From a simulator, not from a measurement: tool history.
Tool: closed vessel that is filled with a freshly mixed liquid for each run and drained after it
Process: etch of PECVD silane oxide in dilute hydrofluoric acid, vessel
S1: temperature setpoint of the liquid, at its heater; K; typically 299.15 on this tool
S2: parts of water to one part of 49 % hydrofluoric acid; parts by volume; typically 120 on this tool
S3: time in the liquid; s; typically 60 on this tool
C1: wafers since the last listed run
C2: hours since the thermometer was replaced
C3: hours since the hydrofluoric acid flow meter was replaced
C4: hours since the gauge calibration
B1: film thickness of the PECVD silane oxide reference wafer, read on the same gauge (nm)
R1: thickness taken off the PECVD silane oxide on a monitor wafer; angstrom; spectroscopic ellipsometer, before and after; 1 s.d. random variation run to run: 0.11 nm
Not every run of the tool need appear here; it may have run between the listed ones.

run 1 day=0.000 | S1=299.15 S2=120 S3=60 | C1=0 C2=577.3 C3=1550.4 C4=308.3 | B1=99.99 | R1=198.4
run 2 day=0.950 | S1=299.15 S2=120 S3=60 | C1=1410 C2=600.1 C3=1573.2 C4=331.1 | B1=100.02 | R1=199.7
run 3 day=2.450 | S1=299.15 S2=120 S3=60 | C1=2227 C2=636.1 C3=1609.2 C4=367.1 | B1=100.02 | R1=200.7
run 4 day=3.446 | S1=299.15 S2=85 S3=60 | C1=1478 C2=660.0 C3=1633.1 C4=391.0 | B1=100.03 | R1=296.9
run 5 day=4.554 | S1=299.15 S2=85 S3=60 | C1=1645 C2=686.6 C3=1659.7 C4=417.6 | B1=100.01 | R1=297.8
run 6 day=5.604 | S1=299.15 S2=85 S3=60 | C1=1558 C2=711.8 C3=1684.9 C4=442.8 | B1=100.03 | R1=295.4
run 7 day=7.004 | S1=300.65 S2=120 S3=60 | C1=2078 C2=745.4 C3=1718.5 C4=476.4 | B1=100.01 | R1=213.6
run 8 day=7.525 | S1=300.65 S2=120 S3=60 | C1=773 C2=757.9 C3=1731.0 C4=488.9 | B1=100.02 | R1=215.5
run 9 day=8.350 | S1=300.65 S2=120 S3=60 | C1=1224 C2=777.7 C3=1750.8 C4=508.7 | B1=100.00 | R1=214.6
run 10 day=9.471 | S1=299.15 S2=120 S3=60 | C1=1664 C2=804.6 C3=1777.7 C4=535.6 | B1=100.00 | R1=202.9
run 11 day=10.162 | S1=299.15 S2=120 S3=60 | C1=1026 C2=821.2 C3=1794.3 C4=552.2 | B1=99.99 | R1=205.0
run 12 day=10.838 | S1=299.15 S2=170 S3=45 | C1=1002 C2=837.4 C3=1810.5 C4=568.4 | B1=100.00 | R1=100.8
run 13 day=14.804 | S1=297.65 S2=75 S3=60 | C1=5889 C2=932.6 C3=1905.7 C4=663.6 | B1=100.01 | R1=329.7
-- day=15.154 gauge calibrated
run 14 day=15.992 | S1=304.15 S2=155 S3=90 | C1=1763 C2=961.1 C3=1934.2 C4=20.1 | B1=100.02 | R1=273.1
run 15 day=17.417 | S1=296.65 S2=120 S3=90 | C1=2115 C2=995.3 C3=1968.4 C4=54.3 | B1=99.98 | R1=278.8
-- day=17.517 hydrofluoric acid flow meter replaced
-- day=20.342 thermometer replaced
run 16 day=21.575 | S1=304.15 S2=155 S3=90 | C1=6050 C2=29.6 C3=97.4 C4=154.1 | B1=99.99 | R1=253.2
run 17 day=22.879 | S1=299.15 S2=120 S3=95 | C1=1936 C2=60.9 C3=128.7 C4=185.4 | B1=100.02 | R1=306.5
run 18 day=23.971 | S1=300.65 S2=70 S3=30 | C1=1620 C2=87.1 C3=154.9 C4=211.6 | B1=99.97 | R1=186.8
run 19 day=24.992 | S1=302.65 S2=120 S3=80 | C1=1515 C2=111.6 C3=179.4 C4=236.1 | B1=100.00 | R1=289.3
run 20 day=26.079 | S1=299.15 S2=120 S3=60 | C1=1614 C2=137.7 C3=205.5 C4=262.2 | B1=100.01 | R1=190.2
run 21 day=26.625 | S1=299.15 S2=120 S3=60 | C1=810 C2=150.8 C3=218.6 C4=275.3 | B1=100.00 | R1=192.9
run 22 day=27.971 | S1=299.15 S2=120 S3=60 | C1=1998 C2=183.1 C3=250.9 C4=307.6 | B1=99.99 | R1=194.3
run 23 day=29.121 | S1=299.15 S2=120 S3=70 | C1=1707 C2=210.7 C3=278.5 C4=335.2 | B1=100.00 | R1=224.4

Give the tool's hidden conditions for every run:
hydrofluoric acid flow above the setpoint (%): 0, the same for each run
gauge reads high (%): 0, the same for each run
H1: liquid hotter than its thermometer reads (K)
run=1 H1=1.25
run=2 H1=1.3
run=3 H1=1.38
run=4 H1=1.43
run=5 H1=1.48
run=6 H1=1.54
run=7 H1=1.61
run=8 H1=1.64
run=9 H1=1.68
run=10 H1=1.74
run=11 H1=1.77
run=12 H1=1.81
run=13 H1=2.01
run=14 H1=2.07
run=15 H1=2.15
run=16 H1=0.0715
run=17 H1=0.139
run=18 H1=0.195
run=19 H1=0.248
run=20 H1=0.304
run=21 H1=0.332
run=22 H1=0.401
run=23 H1=0.461

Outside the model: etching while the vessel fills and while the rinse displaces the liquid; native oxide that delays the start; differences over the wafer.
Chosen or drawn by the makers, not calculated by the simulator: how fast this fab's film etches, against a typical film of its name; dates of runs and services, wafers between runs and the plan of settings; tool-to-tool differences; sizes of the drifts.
